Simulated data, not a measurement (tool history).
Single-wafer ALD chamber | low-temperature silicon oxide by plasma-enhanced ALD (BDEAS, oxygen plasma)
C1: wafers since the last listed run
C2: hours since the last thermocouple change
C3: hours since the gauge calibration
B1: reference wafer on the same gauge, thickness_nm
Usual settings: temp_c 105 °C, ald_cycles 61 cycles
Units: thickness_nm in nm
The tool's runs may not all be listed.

{"run": 1, "hour": 0.0, "temp_c": 105, "ald_cycles": 61, "C1": 0, "C2": 477.6, "C3": 1126, "B1": 9.163, "thickness_nm": 9.127}
{"run": 2, "hour": 77.0, "temp_c": 105, "ald_cycles": 61, "C1": 312, "C2": 554.6, "C3": 1203, "B1": 9.175, "thickness_nm": 9.157}
{"run": 3, "hour": 161.0, "temp_c": 105, "ald_cycles": 58, "C1": 341, "C2": 638.6, "C3": 1287, "B1": 9.178, "thickness_nm": 8.665}
{"run": 4, "hour": 205.2, "temp_c": 95, "ald_cycles": 61, "C1": 179, "C2": 682.8, "C3": 1331.2, "B1": 9.166, "thickness_nm": 9.438}
{"run": 5, "hour": 301.9, "temp_c": 95, "ald_cycles": 61, "C1": 392, "C2": 779.5, "C3": 1427.9, "B1": 9.17, "thickness_nm": 9.448}
{"run": 6, "hour": 371.8, "temp_c": 95, "ald_cycles": 61, "C1": 283, "C2": 849.4, "C3": 1497.8, "B1": 9.171, "thickness_nm": 9.459}
{"run": 7, "hour": 426.4, "temp_c": 105, "ald_cycles": 64, "C1": 221, "C2": 904, "C3": 1552.4, "B1": 9.17, "thickness_nm": 9.565}
{"run": 8, "hour": 528.9, "temp_c": 105, "ald_cycles": 64, "C1": 416, "C2": 1006.5, "C3": 1654.9, "B1": 9.17, "thickness_nm": 9.57}
{"run": 9, "hour": 584.4, "temp_c": 105, "ald_cycles": 64, "C1": 225, "C2": 1062, "C3": 1710.4, "B1": 9.164, "thickness_nm": 9.568}
{"run": 10, "hour": 659.4, "temp_c": 105, "ald_cycles": 61, "C1": 304, "C2": 1137, "C3": 1785.4, "B1": 9.171, "thickness_nm": 9.164}
{"run": 11, "hour": 737.7, "temp_c": 105, "ald_cycles": 61, "C1": 317, "C2": 1215.3, "C3": 1863.7, "B1": 9.163, "thickness_nm": 9.101}
{"run": 12, "hour": 823.1, "temp_c": 105, "ald_cycles": 68, "C1": 346, "C2": 1300.7, "C3": 1949.1, "B1": 9.172, "thickness_nm": 10.09}
{"run": 13, "hour": 863.1, "temp_c": 105, "ald_cycles": 68, "C1": 162, "C2": 1340.7, "C3": 1989.1, "B1": 9.173, "thickness_nm": 10.121}
{"run": 14, "hour": 945.9, "temp_c": 105, "ald_cycles": 68, "C1": 336, "C2": 1423.5, "C3": 2071.9, "B1": 9.176, "thickness_nm": 10.132}
{"hour": 1017.5, "done": "thermocouple changed; heater temperature recalibrated"}
{"run": 15, "hour": 1018.0, "temp_c": 98, "ald_cycles": 68, "C1": 260, "C2": 0.5, "C3": 2144, "B1": 9.17, "thickness_nm": 10.387}
{"hour": 1098.8, "done": "gauge calibrated"}
{"run": 16, "hour": 1106.2, "temp_c": 111, "ald_cycles": 56, "C1": 358, "C2": 88.7, "C3": 7.4, "B1": 9.172, "thickness_nm": 8.304}
{"run": 17, "hour": 1193.0, "temp_c": 105, "ald_cycles": 67, "C1": 352, "C2": 175.5, "C3": 94.2, "B1": 9.166, "thickness_nm": 9.981}
{"run": 18, "hour": 1270.0, "temp_c": 105, "ald_cycles": 61, "C1": 312, "C2": 252.5, "C3": 171.2, "B1": 9.169, "thickness_nm": 9.174}
{"run": 19, "hour": 1318.4, "temp_c": 100, "ald_cycles": 61, "C1": 196, "C2": 300.9, "C3": 219.6, "B1": 9.168, "thickness_nm": 9.172}
{"run": 20, "hour": 1373.1, "temp_c": 105, "ald_cycles": 61, "C1": 222, "C2": 355.6, "C3": 274.3, "B1": 9.171, "thickness_nm": 9.076}
{"run": 21, "hour": 1448.9, "temp_c": 105, "ald_cycles": 53, "C1": 307, "C2": 431.4, "C3": 350.1, "B1": 9.174, "thickness_nm": 7.902}
{"run": 22, "hour": 1537.8, "temp_c": 93, "ald_cycles": 57, "C1": 360, "C2": 520.3, "C3": 439, "B1": 9.165, "thickness_nm": 8.83}

The next listed run, before its measurement:
{"run": 23, "hour": 1627.2, "temp_c": 96, "ald_cycles": 61, "C1": 362, "C2": 609.7, "C3": 528.4, "B1": "?", "thickness_nm": "?"}

{"run 23": {"B1": 9.161, "thickness_nm": 9.337}}
Without the tool's hidden state the same run would have given thickness_nm 9.337 nm.
